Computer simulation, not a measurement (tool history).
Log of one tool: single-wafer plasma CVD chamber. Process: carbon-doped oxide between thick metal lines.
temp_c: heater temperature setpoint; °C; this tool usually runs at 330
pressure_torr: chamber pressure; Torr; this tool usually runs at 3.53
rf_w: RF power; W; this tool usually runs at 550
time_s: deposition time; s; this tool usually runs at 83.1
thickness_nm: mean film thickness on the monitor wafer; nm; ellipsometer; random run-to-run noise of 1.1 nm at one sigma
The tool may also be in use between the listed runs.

run	day	temp_c	pressure_torr	rf_w	time_s	read-back reference wafer on the same gauge, thickness_nm	thickness_nm
1	0	330	3.53	550	83.1	557.361	484.163
# day 0.5: gauge calibrated
2	0.621	330	3.53	550	83.1	556.986	484.627
3	1.262	330	4.05	475	83.1	557.022	447.675
4	1.65	330	4.05	475	83.1	557.11	446.771
5	2.012	330	4.05	475	83.1	557.139	446.44
6	2.325	330	3.53	490	83.1	557.095	449.99
7	3.025	330	3.53	600	83.1	556.6	509.805
8	3.671	330	4.03	550	83.1	557.009	489.632
9	4.138	330	4.03	550	83.1	557.321	488.681
10	4.875	330	4.03	550	83.1	556.896	488.166
# day 5.358: RF generator calibrated
# day 5.721: thermocouple changed; heater temperature recalibrated
11	5.742	330	3.53	550	83.1	557.171	506.151
# day 6.188: showerhead replaced
12	6.208	330	3.53	550	83.1	557.064	503.856
13	6.896	319	3.92	460	74.6	556.977	422.926
14	7.183	330	4.33	645	83.1	556.779	570.294
15	7.85	330	3.12	550	78.4	556.53	469.034
# day 8.325: capacitance manometer re-zeroed and calibrated
16	8.346	330	3.53	550	83.1	556.741	503.95
17	8.825	343	4.13	465	76	557.335	406.987
18	9.162	330	3.53	550	83.1	556.955	503.277
19	9.883	330	3.12	600	83.1	556.828	525.045
# day 10.362: gauge calibrated
20	11.896	330	4.41	550	97.3	557.176	606.621
21	12.267	330	3.53	475	83.1	557.254	459.828
22	12.921	342	2.98	660	73.4	556.747	475.428
23	13.396	330	4.41	550	97.3	556.78	605.848
24	13.838	330	3.53	550	83.1	557	503.972

Predict each of these 3 candidate next runs independently; none follows another, all start after run 24:
A	13.854	330	3.53	550	83.1	?	?
B	13.854	330	3	515	83.1	?	?
C	13.854	330	3.53	550	99.5	?	?

run	read-back reference wafer on the same gauge, thickness_nm	thickness_nm
A	556.767	506.173
B	556.767	477.651
C	556.767	605.422
With the hidden condition removed and each run's random variation left untouched, the same runs would have given:
run	thickness_nm
A	516.211
B	487.144
C	617.428

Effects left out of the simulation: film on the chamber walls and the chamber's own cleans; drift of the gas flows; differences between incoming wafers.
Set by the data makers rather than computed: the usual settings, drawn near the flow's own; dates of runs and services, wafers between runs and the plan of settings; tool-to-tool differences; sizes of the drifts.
